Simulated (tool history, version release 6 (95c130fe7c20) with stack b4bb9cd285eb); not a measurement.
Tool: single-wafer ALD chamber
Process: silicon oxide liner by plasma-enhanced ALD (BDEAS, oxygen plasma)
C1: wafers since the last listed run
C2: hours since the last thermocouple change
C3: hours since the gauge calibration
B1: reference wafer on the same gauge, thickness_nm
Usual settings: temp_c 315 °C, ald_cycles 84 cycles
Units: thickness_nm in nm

{"run": 1, "hour": 0.0, "temp_c": 326, "ald_cycles": 73, "C1": 0, "C2": 1243, "C3": 608.9, "B1": 8.905, "thickness_nm": 6.459}
{"run": 2, "hour": 70.4, "temp_c": 326, "ald_cycles": 73, "C1": 353, "C2": 1313.4, "C3": 679.3, "B1": 8.907, "thickness_nm": 6.484}
{"run": 3, "hour": 110.7, "temp_c": 308, "ald_cycles": 84, "C1": 202, "C2": 1353.7, "C3": 719.6, "B1": 8.94, "thickness_nm": 7.672}
{"run": 4, "hour": 169.2, "temp_c": 308, "ald_cycles": 84, "C1": 293, "C2": 1412.2, "C3": 778.1, "B1": 8.948, "thickness_nm": 7.663}
{"run": 5, "hour": 227.7, "temp_c": 308, "ald_cycles": 84, "C1": 293, "C2": 1470.7, "C3": 836.6, "B1": 8.949, "thickness_nm": 7.675}
{"run": 6, "hour": 291.1, "temp_c": 315, "ald_cycles": 84, "C1": 318, "C2": 1534.1, "C3": 900, "B1": 8.967, "thickness_nm": 7.632}
{"run": 7, "hour": 361.8, "temp_c": 315, "ald_cycles": 84, "C1": 355, "C2": 1604.8, "C3": 970.7, "B1": 8.977, "thickness_nm": 7.626}
{"run": 8, "hour": 402.1, "temp_c": 315, "ald_cycles": 77, "C1": 202, "C2": 1645.1, "C3": 1011, "B1": 8.973, "thickness_nm": 7.01}
{"run": 9, "hour": 428.0, "temp_c": 324, "ald_cycles": 84, "C1": 130, "C2": 1671, "C3": 1036.9, "B1": 8.984, "thickness_nm": 7.558}
{"run": 10, "hour": 470.4, "temp_c": 324, "ald_cycles": 84, "C1": 212, "C2": 1713.4, "C3": 1079.3, "B1": 8.986, "thickness_nm": 7.575}
{"run": 11, "hour": 530.9, "temp_c": 315, "ald_cycles": 84, "C1": 303, "C2": 1773.9, "C3": 1139.8, "B1": 9.004, "thickness_nm": 7.614}
{"run": 12, "hour": 563.6, "temp_c": 315, "ald_cycles": 71, "C1": 164, "C2": 1806.6, "C3": 1172.5, "B1": 9.022, "thickness_nm": 6.475}
{"hour": 684.4, "done": "thermocouple changed; heater temperature recalibrated"}
{"run": 13, "hour": 742.4, "temp_c": 315, "ald_cycles": 84, "C1": 857, "C2": 58, "C3": 1351.3, "B1": 9.071, "thickness_nm": 7.681}
{"run": 14, "hour": 797.7, "temp_c": 315, "ald_cycles": 84, "C1": 277, "C2": 113.3, "C3": 1406.6, "B1": 9.095, "thickness_nm": 7.697}
{"run": 15, "hour": 822.8, "temp_c": 315, "ald_cycles": 84, "C1": 126, "C2": 138.4, "C3": 1431.7, "B1": 9.095, "thickness_nm": 7.718}
{"run": 16, "hour": 869.5, "temp_c": 325, "ald_cycles": 84, "C1": 234, "C2": 185.1, "C3": 1478.4, "B1": 9.107, "thickness_nm": 7.649}
{"run": 17, "hour": 922.2, "temp_c": 315, "ald_cycles": 68, "C1": 264, "C2": 237.8, "C3": 1531.1, "B1": 9.136, "thickness_nm": 6.303}
{"run": 18, "hour": 965.3, "temp_c": 300, "ald_cycles": 90, "C1": 216, "C2": 280.9, "C3": 1574.2, "B1": 9.156, "thickness_nm": 8.478}
{"run": 19, "hour": 1014.6, "temp_c": 319, "ald_cycles": 70, "C1": 247, "C2": 330.2, "C3": 1623.5, "B1": 9.175, "thickness_nm": 6.426}
{"run": 20, "hour": 1051.2, "temp_c": 307, "ald_cycles": 100, "C1": 183, "C2": 366.8, "C3": 1660.1, "B1": 9.168, "thickness_nm": 9.36}
{"run": 21, "hour": 1105.6, "temp_c": 315, "ald_cycles": 84, "C1": 273, "C2": 421.2, "C3": 1714.5, "B1": 9.206, "thickness_nm": 7.773}
{"hour": 1109.4, "done": "gauge calibrated"}
{"run": 22, "hour": 1175.9, "temp_c": 309, "ald_cycles": 98, "C1": 353, "C2": 491.5, "C3": 66.5, "B1": 8.89, "thickness_nm": 8.892}
{"run": 23, "hour": 1205.7, "temp_c": 326, "ald_cycles": 84, "C1": 149, "C2": 521.3, "C3": 96.3, "B1": 8.905, "thickness_nm": 7.45}
{"run": 24, "hour": 1254.7, "temp_c": 309, "ald_cycles": 76, "C1": 246, "C2": 570.3, "C3": 145.3, "B1": 8.917, "thickness_nm": 6.918}
{"run": 25, "hour": 1321.1, "temp_c": 323, "ald_cycles": 76, "C1": 333, "C2": 636.7, "C3": 211.7, "B1": 8.913, "thickness_nm": 6.779}
{"run": 26, "hour": 1435.5, "temp_c": 322, "ald_cycles": 94, "C1": 574, "C2": 751.1, "C3": 326.1, "B1": 8.916, "thickness_nm": 8.369}
{"run": 27, "hour": 1504.4, "temp_c": 315, "ald_cycles": 76, "C1": 346, "C2": 820, "C3": 395, "B1": 8.914, "thickness_nm": 6.86}

Forecast run 28:
{"run": 28, "hour": 1562.4, "temp_c": 309, "ald_cycles": 76, "C1": 291, "C2": 878, "C3": 453, "B1": "?", "thickness_nm": "?"}

{"run 28": {"B1": 8.923, "thickness_nm": 6.954}}
Without the tool's hidden state the same run would have given thickness_nm 6.904 nm.
